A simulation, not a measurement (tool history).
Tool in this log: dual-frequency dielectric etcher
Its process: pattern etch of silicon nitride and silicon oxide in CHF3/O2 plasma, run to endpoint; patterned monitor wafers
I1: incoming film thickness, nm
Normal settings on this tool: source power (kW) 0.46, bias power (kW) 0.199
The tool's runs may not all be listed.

Run 1, day 0: usual settings but source power (kW) 0.56, bias power (kW) 0.235; I1 153.9. Result: endpoint time (s) 97.1.
Run 2, day 0.488: usual settings but source power (kW) 0.56, bias power (kW) 0.235; I1 153.5. Result: endpoint time (s) 97.7.
Run 3, day 0.788: usual settings but source power (kW) 0.56, bias power (kW) 0.235; I1 152.7. Result: endpoint time (s) 95.3.
Run 4, day 1.508: usual settings; I1 152.9. Result: endpoint time (s) 109.2.
Run 5, day 1.992: usual settings; I1 152.2. Result: endpoint time (s) 109.8.
Run 6, day 2.467: usual settings; I1 151.9. Result: endpoint time (s) 109.1.
Run 7, day 3.042: usual settings but bias power (kW) 0.211; I1 151.3. Result: endpoint time (s) 106.4.
Run 8, day 3.3: usual settings but bias power (kW) 0.211; I1 152.8. Result: endpoint time (s) 107.8.
Run 9, day 4.304: usual settings; I1 152.1. Result: endpoint time (s) 108.
Run 10, day 4.712: usual settings; I1 151. Result: endpoint time (s) 107.4.
At day 4.996: bias power generator calibrated.
Run 11, day 5.229: usual settings; I1 152.2. Result: endpoint time (s) 109.
Run 12, day 5.8: usual settings; I1 151.4. Result: endpoint time (s) 108.6.
Run 13, day 6.321: usual settings; I1 151.5. Result: endpoint time (s) 108.7.
At day 6.542: source power generator calibrated.
At day 7.542: wet clean of the chamber.
At day 7.642: upper electrode replaced.
Run 14, day 7.662: usual settings but source power (kW) 0.53, bias power (kW) 0.234; I1 152. Result: endpoint time (s) 101.4.
Run 15, day 7.675: usual settings but source power (kW) 0.53, bias power (kW) 0.234; I1 150.5. Result: endpoint time (s) 100.8.
Run 16, day 7.9: usual settings but source power (kW) 0.43, bias power (kW) 0.215; I1 152.9. Result: endpoint time (s) 115.
Run 17, day 8.396: usual settings; I1 151.4. Result: endpoint time (s) 112.8.
Run 18, day 9.042: usual settings but source power (kW) 0.53, bias power (kW) 0.151; I1 151.6. Result: endpoint time (s) 111.
Run 19, day 9.346: usual settings; I1 151.9. Result: endpoint time (s) 112.2.
Run 20, day 9.662: usual settings but bias power (kW) 0.228; I1 152.3. Result: endpoint time (s) 109.1.
Run 21, day 10.254: usual settings; I1 152.2. Result: endpoint time (s) 111.4.
Run 22, day 10.671: usual settings but source power (kW) 0.35, bias power (kW) 0.173; I1 152.6. Result: endpoint time (s) 134.2.
Run 23, day 11.133: usual settings but source power (kW) 0.54, bias power (kW) 0.151; I1 150.2. Result: endpoint time (s) 107.8.
Run 24, day 11.683: usual settings but source power (kW) 0.5, bias power (kW) 0.238; I1 153.5. Result: endpoint time (s) 104.8.
Run 25, day 12.15: usual settings; I1 152. Result: endpoint time (s) 111.8.
Run 26, day 12.471: usual settings; I1 151.7. Result: endpoint time (s) 111.8.
Run 27, day 12.983: usual settings but source power (kW) 0.55, bias power (kW) 0.237; I1 152.1. Result: endpoint time (s) 98.7.
Run 28, day 13.729: usual settings but source power (kW) 0.38, bias power (kW) 0.232; I1 151.4. Result: endpoint time (s) 119.5.
Run 29, day 14.158: usual settings but source power (kW) 0.51, bias power (kW) 0.168; I1 153. Result: endpoint time (s) 110.
Run 30, day 15.267: usual settings; I1 152.8. Result: endpoint time (s) 112.2.
Run 31, day 15.996: usual settings but source power (kW) 0.43; I1 151.5. Result: endpoint time (s) 114.2.

Branching from run 31: 3 alternative next runs. What would each branch give?
Run A, day 16.017: usual settings; I1 151.3. Result: endpoint time (s) ?.
Run B, day 16.017: usual settings but source power (kW) 0.55, bias power (kW) 0.225; I1 151.3. Result: endpoint time (s) ?.
Run C, day 16.017: usual settings but source power (kW) 0.5, bias power (kW) 0.224; I1 151.3. Result: endpoint time (s) ?.

run  endpoint time (s)
  A              110.6
  B               98.4
  C              103.3
Take away the tool's hidden state, keep each run's random variation, and the runs would have read:
run  endpoint time (s)
  A              113.7
  B              101.2
  C              106.2

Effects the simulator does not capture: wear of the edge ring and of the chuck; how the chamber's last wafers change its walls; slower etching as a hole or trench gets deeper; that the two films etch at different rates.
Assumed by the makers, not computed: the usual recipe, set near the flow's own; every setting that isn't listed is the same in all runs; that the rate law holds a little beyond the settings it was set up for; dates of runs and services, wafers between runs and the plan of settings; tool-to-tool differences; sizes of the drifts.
